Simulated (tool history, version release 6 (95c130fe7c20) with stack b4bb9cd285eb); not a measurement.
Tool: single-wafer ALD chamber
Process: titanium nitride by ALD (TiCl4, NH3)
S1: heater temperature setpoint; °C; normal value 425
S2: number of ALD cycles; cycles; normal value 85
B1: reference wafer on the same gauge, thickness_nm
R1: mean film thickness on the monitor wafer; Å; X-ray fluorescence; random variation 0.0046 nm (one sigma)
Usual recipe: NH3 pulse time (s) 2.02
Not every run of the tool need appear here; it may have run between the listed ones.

{"run": 1, "hour": 0.0, "S1": 425, "S2": 73, "NH3 pulse time (s)": 2.02, "B1": 1.659, "R1": 15.8}
{"run": 2, "hour": 14.3, "S1": 425, "S2": 85, "NH3 pulse time (s)": 2.02, "B1": 1.661, "R1": 18.48}
{"run": 3, "hour": 29.7, "S1": 425, "S2": 85, "NH3 pulse time (s)": 2.02, "B1": 1.661, "R1": 18.39}
{"run": 4, "hour": 55.6, "S1": 425, "S2": 85, "NH3 pulse time (s)": 2.02, "B1": 1.66, "R1": 18.42}
{"run": 5, "hour": 85.2, "S1": 425, "S2": 85, "NH3 pulse time (s)": 2.02, "B1": 1.662, "R1": 18.33}
{"run": 6, "hour": 111.0, "S1": 425, "S2": 85, "NH3 pulse time (s)": 2.02, "B1": 1.661, "R1": 18.38}
{"run": 7, "hour": 133.9, "S1": 425, "S2": 85, "NH3 pulse time (s)": 2.02, "B1": 1.659, "R1": 18.33}
{"run": 8, "hour": 166.1, "S1": 425, "S2": 85, "NH3 pulse time (s)": 2.02, "B1": 1.66, "R1": 18.39}
{"run": 9, "hour": 187.8, "S1": 425, "S2": 76, "NH3 pulse time (s)": 2.02, "B1": 1.659, "R1": 16.36}
{"run": 10, "hour": 223.5, "S1": 425, "S2": 76, "NH3 pulse time (s)": 2.02, "B1": 1.66, "R1": 16.41}
{"run": 11, "hour": 241.2, "S1": 425, "S2": 85, "NH3 pulse time (s)": 2.02, "B1": 1.661, "R1": 18.33}
{"run": 12, "hour": 263.2, "S1": 425, "S2": 85, "NH3 pulse time (s)": 2.02, "B1": 1.66, "R1": 18.31}
{"run": 13, "hour": 275.2, "S1": 425, "S2": 85, "NH3 pulse time (s)": 2.02, "B1": 1.662, "R1": 18.33}
{"run": 14, "hour": 303.2, "S1": 425, "S2": 72, "NH3 pulse time (s)": 2.43, "B1": 1.661, "R1": 15.54}
{"run": 15, "hour": 317.1, "S1": 425, "S2": 72, "NH3 pulse time (s)": 2.43, "B1": 1.661, "R1": 15.59}
{"run": 16, "hour": 348.0, "S1": 425, "S2": 85, "NH3 pulse time (s)": 2.65, "B1": 1.661, "R1": 18.52}
{"run": 17, "hour": 374.1, "S1": 425, "S2": 85, "NH3 pulse time (s)": 2.02, "B1": 1.659, "R1": 18.32}
{"run": 18, "hour": 444.1, "S1": 425, "S2": 85, "NH3 pulse time (s)": 2.02, "B1": 1.661, "R1": 18.48}
{"run": 19, "hour": 456.7, "S1": 425, "S2": 85, "NH3 pulse time (s)": 2.02, "B1": 1.66, "R1": 18.45}
{"run": 20, "hour": 485.5, "S1": 431, "S2": 71, "NH3 pulse time (s)": 1.28, "B1": 1.66, "R1": 15.19}
{"run": 21, "hour": 499.3, "S1": 425, "S2": 70, "NH3 pulse time (s)": 2.7, "B1": 1.661, "R1": 15.23}
{"run": 22, "hour": 513.1, "S1": 425, "S2": 85, "NH3 pulse time (s)": 1.35, "B1": 1.659, "R1": 18.17}
{"run": 23, "hour": 535.9, "S1": 412, "S2": 76, "NH3 pulse time (s)": 1.6, "B1": 1.66, "R1": 16.27}
{"run": 24, "hour": 565.3, "S1": 420, "S2": 85, "NH3 pulse time (s)": 2.02, "B1": 1.66, "R1": 18.35}
{"run": 25, "hour": 596.4, "S1": 439, "S2": 85, "NH3 pulse time (s)": 2.33, "B1": 1.662, "R1": 18.38}
{"run": 26, "hour": 677.2, "S1": 435, "S2": 85, "NH3 pulse time (s)": 2.02, "B1": 1.661, "R1": 18.26}
{"run": 27, "hour": 709.6, "S1": 425, "S2": 98, "NH3 pulse time (s)": 2.25, "B1": 1.66, "R1": 21.27}
{"run": 28, "hour": 729.7, "S1": 425, "S2": 102, "NH3 pulse time (s)": 2.02, "B1": 1.661, "R1": 22.17}
{"run": 29, "hour": 749.7, "S1": 425, "S2": 85, "NH3 pulse time (s)": 2.02, "B1": 1.66, "R1": 18.41}
{"run": 30, "hour": 781.8, "S1": 425, "S2": 85, "NH3 pulse time (s)": 2.02, "B1": 1.66, "R1": 18.33}
{"run": 31, "hour": 815.6, "S1": 416, "S2": 97, "NH3 pulse time (s)": 2.02, "B1": 1.659, "R1": 20.98}
{"run": 32, "hour": 839.4, "S1": 439, "S2": 71, "NH3 pulse time (s)": 2.02, "B1": 1.66, "R1": 15.37}
{"run": 33, "hour": 864.8, "S1": 432, "S2": 76, "NH3 pulse time (s)": 1.23, "B1": 1.659, "R1": 16.21}
{"run": 34, "hour": 879.3, "S1": 436, "S2": 74, "NH3 pulse time (s)": 2.46, "B1": 1.66, "R1": 16.09}
{"run": 35, "hour": 905.6, "S1": 425, "S2": 85, "NH3 pulse time (s)": 1.8, "B1": 1.659, "R1": 18.39}
{"run": 36, "hour": 930.5, "S1": 425, "S2": 85, "NH3 pulse time (s)": 2.02, "B1": 1.66, "R1": 18.32}
{"run": 37, "hour": 966.4, "S1": 425, "S2": 102, "NH3 pulse time (s)": 2.02, "B1": 1.661, "R1": 22.14}
{"run": 38, "hour": 1001.8, "S1": 432, "S2": 75, "NH3 pulse time (s)": 2.02, "B1": 1.661, "R1": 16.31}
{"run": 39, "hour": 1021.6, "S1": 419, "S2": 77, "NH3 pulse time (s)": 2.02, "B1": 1.661, "R1": 16.65}
{"run": 40, "hour": 1049.2, "S1": 425, "S2": 85, "NH3 pulse time (s)": 2.02, "B1": 1.659, "R1": 18.38}

Put back what was entered between runs (3 entries, withheld): which listed runs does each sit between, and how does the hidden state differ from the listed run before to the listed run after?
Logged between run 18 and run 19: gauge calibrated (hour 447.4)
  nothing in the hidden state changes from one run to the other
Logged between run 25 and run 26: thermocouple changed; heater temperature recalibrated (hour 619.1)
  nothing in the hidden state changes from one run to the other
Logged between run 30 and run 31: showerhead replaced (hour 792.2)
  nothing in the hidden state changes from one run to the other
